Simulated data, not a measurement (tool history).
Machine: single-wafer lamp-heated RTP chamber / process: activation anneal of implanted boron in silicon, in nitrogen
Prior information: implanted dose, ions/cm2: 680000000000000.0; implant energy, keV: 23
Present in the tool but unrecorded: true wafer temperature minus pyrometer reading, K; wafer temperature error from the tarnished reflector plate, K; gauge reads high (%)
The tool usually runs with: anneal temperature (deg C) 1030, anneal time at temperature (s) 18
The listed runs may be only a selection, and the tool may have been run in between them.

run    hour  anneal temperature (deg C)  anneal time at temperature (s)  wafers since the last listed run  wafers since the last pyrometer calibration  wafers since the reflector plate was cleaned  hours since the gauge calibration  read-back reference wafer on the same gauge, sheet resistance  sheet resistance of the implanted and annealed layer (ohm/square)
  1     0.0                        1030                              14                                 0                                          722                                          2321                              267.6                                                         144.98                                                             161.76
  2    90.5                        1012                              18                              1590                                         2313                                          3911                              358.1                                                         144.99                                                             162.40
  3   189.0                        1012                              18                              1731                                         4044                                          5642                              456.6                                                         144.97                                                             162.53
  4   285.1                        1012                              18                              1688                                         5733                                          7331                              552.7                                                         145.00                                                             161.90
  5   322.4                        1030                              20                               655                                         6388                                          7987                              590.0                                                         144.96                                                             160.68
      331.3  -- pyrometer window cleaned and pyrometer calibrated
  6   389.0                        1030                              20                              1029                                         1013                                          9017                              656.6                                                         145.04                                                             161.19
      487.2  -- reflector plate cleaned
  7   539.7                        1030                              18                              2507                                         3521                                           923                              807.3                                                         144.96                                                             160.82
  8   602.7                        1030                              18                              1107                                         4628                                          2030                              870.3                                                         144.98                                                             160.86
      621.8  -- gauge calibrated
  9   669.3                        1042                              24                              1170                                         5799                                          3201                               47.5                                                         145.00                                                             159.35
      717.2  -- pyrometer window cleaned and pyrometer calibrated
 10   927.4                        1042                              24                              4395                                         3693                                          7596                              305.6                                                         144.94                                                             159.68
 11   964.1                        1008                               8                               645                                         4338                                          8241                              342.3                                                         145.02                                                             164.74
 12  1049.4                        1055                              11                              1499                                         5837                                          9740                              427.6                                                         145.01                                                             160.78
     1128.0  -- pyrometer window cleaned and pyrometer calibrated
     1128.6  -- reflector plate cleaned
 13  1135.6                        1004                              14                              1363                                          122                                           122                              513.8                                                         145.08                                                             165.48
 14  1243.4                        1030                              23                              1894                                         2017                                          2017                              621.6                                                         144.97                                                             160.59
 15  1330.0                        1022                              25                              1522                                         3539                                          3539                              708.2                                                         145.03                                                             161.08
 16  1378.3                        1030                              10                               848                                         4388                                          4388                              756.5                                                         145.09                                                             162.08
 17  1463.5                        1030                              18                              1497                                         5885                                          5885                              841.7                                                         144.93                                                             160.59
     1512.7  -- pyrometer window cleaned and pyrometer calibrated
 18  1541.1                        1048                              18                              1223                                          499                                          7108                              919.3                                                         145.04                                                             160.32
     1658.2  -- gauge calibrated
 19  1801.2                        1030                               7                              4571                                         5071                                         11680                              143.0                                                         145.01                                                             162.34
 20  1842.3                        1030                              18                               722                                         5793                                         12402                              184.1                                                         145.02                                                             160.88
     1866.1  -- reflector plate cleaned
     1894.2  -- pyrometer window cleaned and pyrometer calibrated
 21  1905.3                        1002                              12                               826                                          195                                           547                              247.1                                                         144.92                                                             167.02

Alternative continuations, all from the tool just after run 21; predict every row:
  A  1905.7                        1030                              18                                 7                                          202                                           554                              247.5                                                              ?                                                                  ?
  B  1905.7                        1017                              12                                 7                                          202                                           554                              247.5                                                              ?                                                                  ?
  C  1905.7                        1002                              26                                 7                                          202                                           554                              247.5                                                              ?                                                                  ?

run  read-back reference wafer on the same gauge, sheet resistance  sheet resistance of the implanted and annealed layer (ohm/square)
  A                                                         144.93                                                             160.97
  B                                                         144.93                                                             163.07
  C                                                         144.93                                                             164.27
Without the tool's hidden state the same runs would have given:
run  sheet resistance of the implanted and annealed layer (ohm/square)
  A                                                             161.11
  B                                                             163.32
  C                                                             164.67

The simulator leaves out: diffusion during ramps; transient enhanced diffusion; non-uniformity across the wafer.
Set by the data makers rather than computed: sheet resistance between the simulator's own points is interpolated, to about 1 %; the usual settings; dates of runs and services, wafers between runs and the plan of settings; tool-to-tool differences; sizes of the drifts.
